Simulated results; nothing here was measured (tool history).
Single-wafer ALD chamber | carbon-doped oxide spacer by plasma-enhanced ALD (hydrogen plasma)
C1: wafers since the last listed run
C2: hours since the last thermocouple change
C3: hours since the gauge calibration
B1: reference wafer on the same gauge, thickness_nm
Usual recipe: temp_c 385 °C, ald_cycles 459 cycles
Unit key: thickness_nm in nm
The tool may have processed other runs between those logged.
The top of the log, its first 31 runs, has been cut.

{"run": 32, "hour": 2671.1, "temp_c": 372, "ald_cycles": 394, "C1": 92, "C2": 171.5, "C3": 448.6, "B1": 28.997, "thickness_nm": 21.774}
{"run": 33, "hour": 2711.8, "temp_c": 393, "ald_cycles": 383, "C1": 36, "C2": 212.2, "C3": 489.3, "B1": 28.974, "thickness_nm": 21.059}
{"run": 34, "hour": 2803.7, "temp_c": 399, "ald_cycles": 459, "C1": 81, "C2": 304.1, "C3": 581.2, "B1": 28.989, "thickness_nm": 25.144}
{"run": 35, "hour": 2842.9, "temp_c": 385, "ald_cycles": 435, "C1": 34, "C2": 343.3, "C3": 620.4, "B1": 28.993, "thickness_nm": 24.053}
{"run": 36, "hour": 2944.8, "temp_c": 374, "ald_cycles": 459, "C1": 90, "C2": 445.2, "C3": 722.3, "B1": 28.994, "thickness_nm": 25.273}
{"run": 37, "hour": 3023.0, "temp_c": 385, "ald_cycles": 459, "C1": 69, "C2": 523.4, "C3": 800.5, "B1": 29.009, "thickness_nm": 25.3}
{"run": 38, "hour": 3121.0, "temp_c": 398, "ald_cycles": 517, "C1": 87, "C2": 621.4, "C3": 898.5, "B1": 29.014, "thickness_nm": 28.466}
{"run": 39, "hour": 3169.3, "temp_c": 400, "ald_cycles": 403, "C1": 42, "C2": 669.7, "C3": 946.8, "B1": 29.025, "thickness_nm": 22.052}
{"run": 40, "hour": 3272.9, "temp_c": 373, "ald_cycles": 542, "C1": 92, "C2": 773.3, "C3": 1050.4, "B1": 29.034, "thickness_nm": 29.857}
{"run": 41, "hour": 3326.9, "temp_c": 398, "ald_cycles": 459, "C1": 47, "C2": 827.3, "C3": 1104.4, "B1": 29.026, "thickness_nm": 25.207}
{"run": 42, "hour": 3421.8, "temp_c": 385, "ald_cycles": 459, "C1": 84, "C2": 922.2, "C3": 1199.3, "B1": 29.045, "thickness_nm": 25.378}

Here are 3 independent what-if runs from the current tool condition. What would each one return?
{"run": "A", "hour": 3422.9, "temp_c": 385, "ald_cycles": 459, "C1": 0, "C2": 923.3, "C3": 1200.4, "B1": "?", "thickness_nm": "?"}
{"run": "B", "hour": 3422.9, "temp_c": 395, "ald_cycles": 420, "C1": 0, "C2": 923.3, "C3": 1200.4, "B1": "?", "thickness_nm": "?"}
{"run": "C", "hour": 3422.9, "temp_c": 396, "ald_cycles": 433, "C1": 0, "C2": 923.3, "C3": 1200.4, "B1": "?", "thickness_nm": "?"}

run=A B1=29.032 thickness_nm=25.337
run=B B1=29.032 thickness_nm=23.184
run=C B1=29.032 thickness_nm=23.902
Had the tool no hidden state, the same runs would have come out as:
run=A thickness_nm=25.217
run=B thickness_nm=23.074
run=C thickness_nm=23.788
